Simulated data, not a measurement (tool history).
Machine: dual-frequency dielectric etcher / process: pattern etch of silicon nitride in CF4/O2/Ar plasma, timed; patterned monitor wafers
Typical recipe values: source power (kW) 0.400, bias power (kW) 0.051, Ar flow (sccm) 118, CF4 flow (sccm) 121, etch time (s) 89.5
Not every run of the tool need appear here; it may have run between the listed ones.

| run | hour | source power (kW) | bias power (kW) | Ar flow (sccm) | CF4 flow (sccm) | etch time (s) | wafers since the last listed run | hours since the last wet clean | hours since the last source power generator calibration | hours since the last bias power generator calibration | hours since the last Ar flow controller change | hours since the last CF4 flow controller change | hours since the last upper electrode change | hours since the gauge calibration | read-back reference wafer on the same gauge, depth_nm | mean etch depth across the wafer (Å) |
|---|---|---|---|---|---|---|---|---|---|---|---|---|---|---|---|---|
| 1 | 0.0 | 0.400 | 0.051 | 118 | 121 | 89.5 | 0 | 390.4 | 1058.7 | 3807.4 | 2996.8 | 3722.6 | 2156.7 | 33.5 | 140.0 | 1418 |
| 2 | 34.7 | 0.400 | 0.051 | 118 | 121 | 89.5 | 427 | 425.1 | 1093.4 | 3842.1 | 3031.5 | 3757.3 | 2191.4 | 68.2 | 139.9 | 1411 |
|  | 48.6 | bias power generator calibrated |
| 3 | 64.9 | 0.400 | 0.051 | 118 | 121 | 89.5 | 322 | 455.3 | 1123.6 | 16.3 | 3061.7 | 3787.5 | 2221.6 | 98.4 | 140.0 | 1419 |
| 4 | 93.0 | 0.400 | 0.051 | 118 | 121 | 89.5 | 346 | 483.4 | 1151.7 | 44.4 | 3089.8 | 3815.6 | 2249.7 | 126.5 | 139.9 | 1417 |
|  | 142.9 | wet clean of the chamber |
| 5 | 143.4 | 0.450 | 0.051 | 146 | 121 | 89.5 | 325 | 0.5 | 1202.1 | 94.8 | 3140.2 | 3866.0 | 2300.1 | 176.9 | 139.9 | 1524 |
| 6 | 143.7 | 0.400 | 0.051 | 118 | 121 | 89.5 | 3 | 0.8 | 1202.4 | 95.1 | 3140.5 | 3866.3 | 2300.4 | 177.2 | 140.2 | 1392 |
| 7 | 161.5 | 0.400 | 0.051 | 118 | 132 | 75.0 | 219 | 18.6 | 1220.2 | 112.9 | 3158.3 | 3884.1 | 2318.2 | 195.0 | 140.0 | 1174 |
| 8 | 175.0 | 0.400 | 0.040 | 118 | 140 | 89.5 | 166 | 32.1 | 1233.7 | 126.4 | 3171.8 | 3897.6 | 2331.7 | 208.5 | 140.2 | 1238 |
| 9 | 194.7 | 0.400 | 0.051 | 118 | 121 | 89.5 | 242 | 51.8 | 1253.4 | 146.1 | 3191.5 | 3917.3 | 2351.4 | 228.2 | 139.9 | 1396 |
|  | 214.9 | Ar flow controller replaced |
| 10 | 215.4 | 0.400 | 0.051 | 118 | 121 | 89.5 | 181 | 72.5 | 1274.1 | 166.8 | 0.5 | 3938.0 | 2372.1 | 248.9 | 139.9 | 1396 |
| 11 | 240.6 | 0.340 | 0.040 | 118 | 121 | 89.5 | 310 | 97.7 | 1299.3 | 192.0 | 25.7 | 3963.2 | 2397.3 | 274.1 | 140.2 | 1043 |
| 12 | 267.8 | 0.490 | 0.051 | 118 | 121 | 108.0 | 335 | 124.9 | 1326.5 | 219.2 | 52.9 | 3990.4 | 2424.5 | 301.3 | 139.9 | 2028 |
| 13 | 293.4 | 0.350 | 0.051 | 142 | 121 | 89.5 | 315 | 150.5 | 1352.1 | 244.8 | 78.5 | 4016.0 | 2450.1 | 326.9 | 139.9 | 1202 |
|  | 310.3 | source power generator calibrated |
|  | 317.9 | CF4 flow controller replaced |
| 14 | 320.3 | 0.320 | 0.059 | 118 | 94 | 80.5 | 208 | 177.4 | 10.0 | 271.7 | 105.4 | 2.4 | 2477.0 | 353.8 | 140.1 | 1124 |
|  | 359.8 | upper electrode replaced |
| 15 | 360.3 | 0.400 | 0.039 | 97 | 121 | 89.5 | 197 | 217.4 | 50.0 | 311.7 | 145.4 | 42.4 | 0.5 | 393.8 | 140.0 | 1301 |
| 16 | 363.8 | 0.300 | 0.051 | 145 | 145 | 101.0 | 43 | 220.9 | 53.5 | 315.2 | 148.9 | 45.9 | 4.0 | 397.3 | 139.8 | 1239 |
| 17 | 422.4 | 0.400 | 0.051 | 118 | 91 | 89.5 | 722 | 279.5 | 112.1 | 373.8 | 207.5 | 104.5 | 62.6 | 455.9 | 140.0 | 1431 |
| 18 | 460.9 | 0.400 | 0.051 | 118 | 121 | 89.5 | 474 | 318.0 | 150.6 | 412.3 | 246.0 | 143.0 | 101.1 | 494.4 | 140.1 | 1454 |
| 19 | 473.3 | 0.320 | 0.051 | 118 | 121 | 89.5 | 152 | 330.4 | 163.0 | 424.7 | 258.4 | 155.4 | 113.5 | 506.8 | 140.0 | 1178 |
| 20 | 499.9 | 0.400 | 0.051 | 132 | 110 | 116.0 | 327 | 357.0 | 189.6 | 451.3 | 285.0 | 182.0 | 140.1 | 533.4 | 139.9 | 1853 |
| 21 | 519.9 | 0.340 | 0.054 | 118 | 121 | 89.5 | 246 | 377.0 | 209.6 | 471.3 | 305.0 | 202.0 | 160.1 | 553.4 | 140.0 | 1296 |
| 22 | 539.1 | 0.400 | 0.039 | 118 | 121 | 89.5 | 236 | 396.2 | 228.8 | 490.5 | 324.2 | 221.2 | 179.3 | 572.6 | 139.7 | 1261 |

How would selected steps in mean etch depth across the wafer (Å) from run to run divide? Give the signed amount a tool lacking its hidden state would still show from settings, what came in and random variation, and the signed amount left for the hidden state, including any gauge scatter that is not in both of the compared results.
Hidden state present: etch rate over this chamber's usual, %; source power that arrives over what is set, %; bias power that arrives over what is set, %; Ar flow that arrives over what is set, %; CF4 flow that arrives over what is set, %; gauge reads high (%).
Run 11 -> 12: source power (kW) 0.340 -> 0.490, bias power (kW) 0.040 -> 0.051, etch time (s) 89.5 -> 108.0. mean etch depth across the wafer (Å) +985: hidden state -31, all else +1016.
Run 12 -> 13: source power (kW) 0.490 -> 0.350, Ar flow (sccm) 118 -> 142, etch time (s) 108.0 -> 89.5. mean etch depth across the wafer (Å) -826: hidden state +26, all else -852.
Run 13 -> 14: source power (kW) 0.350 -> 0.320, bias power (kW) 0.051 -> 0.059, Ar flow (sccm) 142 -> 118, CF4 flow (sccm) 121 -> 94, etch time (s) 89.5 -> 80.5, source power generator calibrated, CF4 flow controller replaced. mean etch depth across the wafer (Å) -78: hidden state +51, all else -129.

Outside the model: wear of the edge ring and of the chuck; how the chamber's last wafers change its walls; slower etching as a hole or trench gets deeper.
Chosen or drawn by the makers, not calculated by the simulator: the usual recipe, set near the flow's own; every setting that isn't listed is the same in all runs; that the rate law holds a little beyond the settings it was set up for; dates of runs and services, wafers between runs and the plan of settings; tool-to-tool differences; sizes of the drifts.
